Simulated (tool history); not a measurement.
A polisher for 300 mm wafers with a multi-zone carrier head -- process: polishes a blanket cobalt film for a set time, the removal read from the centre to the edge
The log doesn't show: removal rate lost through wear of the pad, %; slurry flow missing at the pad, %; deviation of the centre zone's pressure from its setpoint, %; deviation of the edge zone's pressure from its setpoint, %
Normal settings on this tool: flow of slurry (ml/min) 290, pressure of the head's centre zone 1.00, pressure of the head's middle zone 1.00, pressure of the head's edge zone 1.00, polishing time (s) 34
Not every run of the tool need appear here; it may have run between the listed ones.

run,hour,flow of slurry (ml/min),pressure of the head's centre zone,pressure of the head's middle zone,pressure of the head's edge zone,polishing time (s),wafers since the last listed run,wafers polished on this pad,hours since the slurry nozzle was cleaned,hours since the centre zone pressure was calibrated,hours since the edge zone pressure was calibrated,hours since the carrier head's membrane was replaced,"incoming thickness of the incoming film, nm",film removed at the wafer's centre (Å),film removed at mid-radius (Å),film removed at the wafer's edge (Å)
1,0.0,290,1.00,0.95,1.00,34,0,216,452.2,269.3,216.0,20.0,1279.5,1829,1787,1868
2,94.4,290,1.00,1.00,1.00,34,1018,1235,546.6,363.7,310.4,114.4,1265.0,1839,1854,1918
3,164.7,290,1.00,1.00,1.00,34,758,1993,616.9,434.0,380.7,184.7,1267.8,1813,1901,1904
# hour 168.7: slurry nozzle cleaned
4,228.2,290,1.00,1.00,1.00,34,674,2668,59.5,497.5,444.2,248.2,1242.6,1782,1817,1826
5,327.2,290,1.00,1.00,1.00,34,1068,3736,158.5,596.5,543.2,347.2,1281.5,1760,1752,1820
6,374.0,290,1.00,1.00,1.00,34,505,4241,205.3,643.3,590.0,394.0,1266.4,1707,1781,1749
# hour 393.5: worn pad replaced by a new one
# hour 402.6: edge zone pressure recalibrated
7,463.0,290,1.00,1.00,1.00,34,895,728,294.3,732.3,60.4,483.0,1263.7,1823,1853,1851
8,554.4,290,0.96,1.00,0.91,34,986,1714,385.7,823.7,151.8,574.4,1260.9,1741,1852,1748
9,655.3,290,1.00,1.00,1.00,34,1088,2803,486.6,924.6,252.7,675.3,1289.3,1751,1812,1822
# hour 677.8: centre zone pressure recalibrated
# hour 702.6: slurry nozzle cleaned
# hour 708.2: carrier head's membrane replaced by a new one
10,733.7,290,0.91,1.00,1.07,34,759,3563,31.1,55.9,331.1,25.5,1268.4,1590,1756,1838
# hour 788.4: worn pad replaced by a new one
11,791.6,290,0.91,1.00,1.07,34,581,34,89.0,113.8,389.0,83.4,1261.0,1683,1843,1965
12,889.2,290,1.00,1.00,1.00,34,1053,1087,186.6,211.4,486.6,181.0,1258.7,1798,1846,1922
13,935.6,260,0.91,1.00,1.00,34,500,1588,233.0,257.8,533.0,227.4,1253.7,1645,1833,1845
14,1017.8,290,1.00,1.00,1.00,34,887,2475,315.2,340.0,615.2,309.6,1280.7,1765,1797,1808
# hour 1107.4: edge zone pressure recalibrated
15,1116.6,290,1.00,1.04,0.93,34,1044,3520,414.0,438.8,9.2,408.4,1240.6,1753,1845,1721
# hour 1146.7: worn pad replaced by a new one
# hour 1186.0: slurry nozzle cleaned
16,1390.6,215,1.00,1.00,1.00,30,2902,2620,204.6,712.8,283.2,682.4,1274.7,1532,1580,1579
# hour 1431.0: carrier head's membrane replaced by a new one
17,1444.4,290,1.00,1.04,1.00,34,526,3147,258.4,766.6,337.0,13.4,1274.0,1771,1845,1806
# hour 1452.3: centre zone pressure recalibrated
18,1487.7,290,0.92,1.00,1.00,34,445,3593,301.7,35.4,380.3,56.7,1249.2,1613,1789,1775
# hour 1536.1: worn pad replaced by a new one
19,1582.8,290,1.00,0.94,1.09,39,983,503,396.8,130.5,475.4,151.8,1260.3,2111,2055,2262
20,1667.9,290,0.96,1.00,0.91,34,918,1422,481.9,215.6,560.5,236.9,1244.6,1748,1855,1743
# hour 1707.3: edge zone pressure recalibrated
# hour 1738.5: slurry nozzle cleaned
21,1757.1,290,1.00,1.00,1.00,34,930,2352,18.6,304.8,49.8,326.1,1275.7,1775,1866,1813
22,1847.8,350,1.00,1.00,1.00,41,978,3331,109.3,395.5,140.5,416.8,1280.7,2137,2166,2133
# hour 1946.4: worn pad replaced by a new one
23,1946.9,290,1.00,1.00,1.00,34,1026,5,208.4,494.6,239.6,515.9,1266.5,1821,1883,1820

Below are 3 alternative next runs, each starting from the tool's condition after run 23. Predict each:
A,1947.3,290,1.00,1.00,1.00,34,4,9,208.8,495.0,240.0,516.3,1261.5,?,?,?
B,1947.3,290,1.09,1.06,1.04,34,4,9,208.8,495.0,240.0,516.3,1261.5,?,?,?
C,1947.3,290,1.10,1.00,1.00,22,4,9,208.8,495.0,240.0,516.3,1261.5,?,?,?

run,film removed at the wafer's centre (Å),film removed at mid-radius (Å),film removed at the wafer's edge (Å)
A,1810,1818,1842
B,1964,1909,1876
C,1282,1176,1192
Take away the tool's hidden state, keep each run's random variation, and the runs would have read:
run,film removed at the wafer's centre (Å),film removed at mid-radius (Å),film removed at the wafer's edge (Å)
A,1822,1830,1853
B,1977,1922,1888
C,1290,1184,1199
